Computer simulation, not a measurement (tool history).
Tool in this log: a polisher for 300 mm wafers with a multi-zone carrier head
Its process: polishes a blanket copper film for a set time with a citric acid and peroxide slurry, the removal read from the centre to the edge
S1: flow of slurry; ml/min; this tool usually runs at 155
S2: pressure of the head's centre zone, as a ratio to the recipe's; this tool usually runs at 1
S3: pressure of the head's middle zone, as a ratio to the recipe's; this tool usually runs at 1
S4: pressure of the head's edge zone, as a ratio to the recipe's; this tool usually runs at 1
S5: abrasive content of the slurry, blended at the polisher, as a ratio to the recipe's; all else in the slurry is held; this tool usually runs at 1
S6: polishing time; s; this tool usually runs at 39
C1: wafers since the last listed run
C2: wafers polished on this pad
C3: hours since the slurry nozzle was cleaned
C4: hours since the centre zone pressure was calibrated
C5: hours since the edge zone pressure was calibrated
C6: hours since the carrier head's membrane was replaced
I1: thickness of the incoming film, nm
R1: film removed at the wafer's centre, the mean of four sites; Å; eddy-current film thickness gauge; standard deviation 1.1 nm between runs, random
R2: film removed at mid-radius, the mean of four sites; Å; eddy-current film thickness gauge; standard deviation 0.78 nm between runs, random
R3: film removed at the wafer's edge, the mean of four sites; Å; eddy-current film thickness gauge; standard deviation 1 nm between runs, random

run	hour	S1	S2	S3	S4	S5	S6	C1	C2	C3	C4	C5	C6	I1	R1	R2	R3
1	0	155	1	0.9	1	1	39	0	969	39.1	767.4	13.4	1781	1127.7	848	734	798
2	33.5	155	1	0.9	1	1	39	313	1282	72.6	800.9	46.9	1814.5	1157.2	840	745	778
3	48.8	155	1	1	1	1	39	143	1426	87.9	816.2	62.2	1829.8	1151	852	797	796
# hour 53.2: worn pad replaced by a new one
4	78.4	155	1	1	1	1	39	239	235	117.5	845.8	91.8	1859.4	1149.9	822	772	804
5	92.6	155	0.95	1.07	1	1	39	132	368	131.7	860	106	1873.6	1127.9	789	827	791
6	125.7	135	1	1.06	0.93	1	39	309	678	164.8	893.1	139.1	1906.7	1158	817	791	731
# hour 155.8: carrier head's membrane replaced by a new one
7	177.3	170	1	1	0.89	1	34	436	1115	216.4	944.7	190.7	21.5	1130.2	769	694	660
8	189.7	155	1	1.1	0.9	0.85	39	116	1231	228.8	957.1	203.1	33.9	1140.1	829	818	730
# hour 207.4: worn pad replaced by a new one
9	225.2	205	1	1	1	1	39	294	166	264.3	992.6	238.6	69.4	1145.8	895	831	817
# hour 227.2: centre zone pressure recalibrated
10	239.3	155	1	1	1.12	1	27	113	279	278.4	12.1	252.7	83.5	1137	540	552	573
11	271.8	155	1	1	1	1	39	304	583	310.9	44.6	285.2	116	1146.2	773	776	802
# hour 276: slurry nozzle cleaned
12	296.1	155	1	1	1	1.2	39	218	802	20.1	68.9	309.5	140.3	1132.1	813	815	821
13	326.7	155	1	1.04	1	1.15	39	286	1088	50.7	99.5	340.1	170.9	1161.8	798	838	816
14	362.3	155	1	1	1	1	39	333	1422	86.3	135.1	375.7	206.5	1151.2	806	789	786
# hour 376.4: worn pad replaced by a new one
15	390.4	155	1	1	1	1	30	225	130	114.4	163.2	403.8	234.6	1151.8	601	609	603
16	414.9	135	1	1	1	1	39	229	360	138.9	187.7	428.3	259.1	1159.1	761	760	789
17	444.8	155	1	1	1	1	39	280	640	168.8	217.6	458.2	289	1136.8	809	783	795

What does the tool deliver on the next run?
18	471.3	155	0.92	1.04	1	1	39	248	888	195.3	244.1	484.7	315.5	1121.9	?	?	?

{"run 18": {"R1": 725, "R2": 803, "R3": 805}}
Without the tool's hidden state the same run would have given R1 726 Å, R2 803 Å, R3 805 Å.
